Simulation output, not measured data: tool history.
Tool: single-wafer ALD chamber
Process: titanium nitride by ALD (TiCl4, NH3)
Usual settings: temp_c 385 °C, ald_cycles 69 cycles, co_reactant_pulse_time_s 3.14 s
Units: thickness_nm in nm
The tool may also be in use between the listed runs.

run,day,temp_c,ald_cycles,co_reactant_pulse_time_s,"read-back reference wafer on the same gauge, thickness_nm",thickness_nm
1,0.000,385,69,3.14,1.871,1.663
2,1.938,385,69,3.14,1.870,1.648
3,2.512,385,69,3.76,1.870,1.650
4,2.821,385,69,3.76,1.871,1.665
5,3.246,385,69,2.15,1.868,1.645
6,3.996,385,69,2.15,1.871,1.632
7,4.446,385,69,2.15,1.870,1.630
8,4.708,382,69,3.14,1.869,1.658
9,5.175,385,69,2.51,1.871,1.649
10,5.712,385,69,2.51,1.870,1.631
11,6.396,385,69,2.51,1.870,1.648
12,7.062,395,69,3.14,1.870,1.654
13,7.900,395,69,3.14,1.869,1.675
14,8.038,385,69,3.78,1.873,1.677
15,8.571,385,69,3.78,1.868,1.664
16,9.233,385,66,3.14,1.870,1.574
17,9.908,385,69,3.14,1.870,1.670
18,11.492,400,58,2.67,1.870,1.407
19,13.062,377,82,4.08,1.871,1.975
20,13.658,395,77,3.54,1.869,1.852
21,14.254,391,69,3.14,1.869,1.638
22,14.558,385,69,3.14,1.870,1.658
23,14.929,385,78,2.50,1.868,1.856
24,15.379,376,55,3.67,1.870,1.305
25,15.662,385,63,3.61,1.872,1.517
26,16.396,373,65,2.50,1.871,1.537
27,17.025,385,76,2.44,1.871,1.794
28,17.742,385,69,3.14,1.869,1.642
29,18.104,398,69,3.14,1.870,1.663
30,18.533,385,69,2.21,1.869,1.636
31,18.904,385,69,3.14,1.870,1.640
32,19.425,400,73,3.86,1.870,1.775
33,20.042,385,69,3.14,1.869,1.646
34,20.475,385,69,3.70,1.871,1.651
35,21.117,385,69,3.14,1.869,1.652
36,22.946,385,59,3.79,1.872,1.424
37,23.421,385,69,4.23,1.867,1.673
38,23.833,397,78,3.80,1.870,1.889
39,24.450,385,82,4.36,1.870,1.977
40,25.092,400,58,2.67,1.869,1.402

Taken out of this log: 3 entries between the listed runs. Where each belongs, and how the hidden state differs across it:
Between runs 12 and 13: thermocouple changed; heater temperature recalibrated (day 7.879)
  no hidden state differs between the two runs
Between runs 19 and 20: showerhead replaced (day 13.508)
  no hidden state differs between the two runs
Between runs 23 and 24: gauge calibrated (day 15.308)
  no hidden state differs between the two runs
